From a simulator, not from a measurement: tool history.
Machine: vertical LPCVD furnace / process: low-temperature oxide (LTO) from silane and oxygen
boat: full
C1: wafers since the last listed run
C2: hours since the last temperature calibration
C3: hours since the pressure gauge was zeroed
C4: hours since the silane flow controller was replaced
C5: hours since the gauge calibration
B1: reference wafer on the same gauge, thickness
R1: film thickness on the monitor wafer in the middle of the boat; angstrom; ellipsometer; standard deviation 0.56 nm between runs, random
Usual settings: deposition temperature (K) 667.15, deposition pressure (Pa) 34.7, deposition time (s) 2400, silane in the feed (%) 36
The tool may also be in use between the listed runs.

run 1 hour=0 | deposition_temperature_(K)=667.15 deposition_pressure_(Pa)=34.7 deposition_time_(s)=2040 silane_in_the_feed_(%)=36 | C1=0 C2=3001.9 C3=4513.3 C4=5347.3 C5=258.5 | B1=388.05 | R1=3265.9
run 2 hour=13.3 | deposition_temperature_(K)=667.15 deposition_pressure_(Pa)=34.7 deposition_time_(s)=2040 silane_in_the_feed_(%)=36 | C1=226 C2=3015.2 C3=4526.6 C4=5360.6 C5=271.8 | B1=387.72 | R1=3264.7
run 3 hour=27.1 | deposition_temperature_(K)=667.15 deposition_pressure_(Pa)=34.7 deposition_time_(s)=2040 silane_in_the_feed_(%)=36 | C1=235 C2=3029 C3=4540.4 C4=5374.4 C5=285.6 | B1=388.22 | R1=3268.9
run 4 hour=37.2 | deposition_temperature_(K)=667.15 deposition_pressure_(Pa)=34.7 deposition_time_(s)=2400 silane_in_the_feed_(%)=36 | C1=172 C2=3039.1 C3=4550.5 C4=5384.5 C5=295.7 | B1=388.08 | R1=3847.2
run 5 hour=47.6 | deposition_temperature_(K)=670.15 deposition_pressure_(Pa)=34.7 deposition_time_(s)=2400 silane_in_the_feed_(%)=36 | C1=177 C2=3049.5 C3=4560.9 C4=5394.9 C5=306.1 | B1=387.93 | R1=3981
run 6 hour=57.1 | deposition_temperature_(K)=670.15 deposition_pressure_(Pa)=34.7 deposition_time_(s)=2400 silane_in_the_feed_(%)=36 | C1=162 C2=3059 C3=4570.4 C4=5404.4 C5=315.6 | B1=387.69 | R1=3974.6
run 7 hour=66.1 | deposition_temperature_(K)=670.15 deposition_pressure_(Pa)=34.7 deposition_time_(s)=2400 silane_in_the_feed_(%)=36 | C1=153 C2=3068 C3=4579.4 C4=5413.4 C5=324.6 | B1=387.99 | R1=3978.5
run 8 hour=81 | deposition_temperature_(K)=659.15 deposition_pressure_(Pa)=34.7 deposition_time_(s)=2400 silane_in_the_feed_(%)=36 | C1=254 C2=3082.9 C3=4594.3 C4=5428.3 C5=339.5 | B1=387.97 | R1=3510.8
run 9 hour=96.8 | deposition_temperature_(K)=659.15 deposition_pressure_(Pa)=34.7 deposition_time_(s)=2400 silane_in_the_feed_(%)=36 | C1=269 C2=3098.7 C3=4610.1 C4=5444.1 C5=355.3 | B1=388.08 | R1=3499.8
run 10 hour=103.9 | deposition_temperature_(K)=659.15 deposition_pressure_(Pa)=34.7 deposition_time_(s)=2400 silane_in_the_feed_(%)=36 | C1=121 C2=3105.8 C3=4617.2 C4=5451.2 C5=362.4 | B1=388.13 | R1=3507.7
run 11 hour=117 | deposition_temperature_(K)=667.15 deposition_pressure_(Pa)=34.7 deposition_time_(s)=2400 silane_in_the_feed_(%)=36 | C1=223 C2=3118.9 C3=4630.3 C4=5464.3 C5=375.5 | B1=388.26 | R1=3842.3
run 12 hour=123.9 | deposition_temperature_(K)=667.15 deposition_pressure_(Pa)=34.7 deposition_time_(s)=2400 silane_in_the_feed_(%)=36 | C1=117 C2=3125.8 C3=4637.2 C4=5471.2 C5=382.4 | B1=387.98 | R1=3850.6
run 13 hour=132.3 | deposition_temperature_(K)=667.15 deposition_pressure_(Pa)=32 deposition_time_(s)=2400 silane_in_the_feed_(%)=36 | C1=143 C2=3134.2 C3=4645.6 C4=5479.6 C5=390.8 | B1=388.08 | R1=3557.2
-- hour=145.7 gauge calibrated
run 14 hour=146.9 | deposition_temperature_(K)=667.15 deposition_pressure_(Pa)=32 deposition_time_(s)=2400 silane_in_the_feed_(%)=36 | C1=249 C2=3148.8 C3=4660.2 C4=5494.2 C5=1.2 | B1=387.95 | R1=3551.3
run 15 hour=165.2 | deposition_temperature_(K)=667.15 deposition_pressure_(Pa)=34.7 deposition_time_(s)=2400 silane_in_the_feed_(%)=36 | C1=312 C2=3167.1 C3=4678.5 C4=5512.5 C5=19.5 | B1=388.02 | R1=3848.1
-- hour=202.7 pressure gauge zeroed
run 16 hour=203.2 | deposition_temperature_(K)=671.15 deposition_pressure_(Pa)=34.7 deposition_time_(s)=2400 silane_in_the_feed_(%)=36 | C1=238 C2=3205.1 C3=0.5 C4=5550.5 C5=57.5 | B1=388.04 | R1=4037.2
run 17 hour=207.5 | deposition_temperature_(K)=667.15 deposition_pressure_(Pa)=34.7 deposition_time_(s)=2400 silane_in_the_feed_(%)=36 | C1=73 C2=3209.4 C3=4.8 C4=5554.8 C5=61.8 | B1=388.17 | R1=3867.2
-- hour=257.5 thermocouples replaced and temperature profile calibrated
-- hour=277.8 silane flow controller replaced
run 18 hour=278.3 | deposition_temperature_(K)=667.15 deposition_pressure_(Pa)=42.7 deposition_time_(s)=2400 silane_in_the_feed_(%)=41 | C1=452 C2=20.8 C3=75.6 C4=0.5 C5=132.6 | B1=387.96 | R1=5412.6
run 19 hour=282.6 | deposition_temperature_(K)=677.15 deposition_pressure_(Pa)=34.7 deposition_time_(s)=2400 silane_in_the_feed_(%)=43 | C1=73 C2=25.1 C3=79.9 C4=4.8 C5=136.9 | B1=388 | R1=5170.9

Predict the results of run 20:
run 20 hour=289.2 | deposition_temperature_(K)=667.15 deposition_pressure_(Pa)=34.7 deposition_time_(s)=1560 silane_in_the_feed_(%)=36 | C1=112 C2=31.7 C3=86.5 C4=11.4 C5=143.5 | B1=? | R1=?

For run 20 the tool returned B1 388.05, R1 2421.1 angstrom.
With no hidden state in the tool, this same run would have given R1 2408.8 angstrom.

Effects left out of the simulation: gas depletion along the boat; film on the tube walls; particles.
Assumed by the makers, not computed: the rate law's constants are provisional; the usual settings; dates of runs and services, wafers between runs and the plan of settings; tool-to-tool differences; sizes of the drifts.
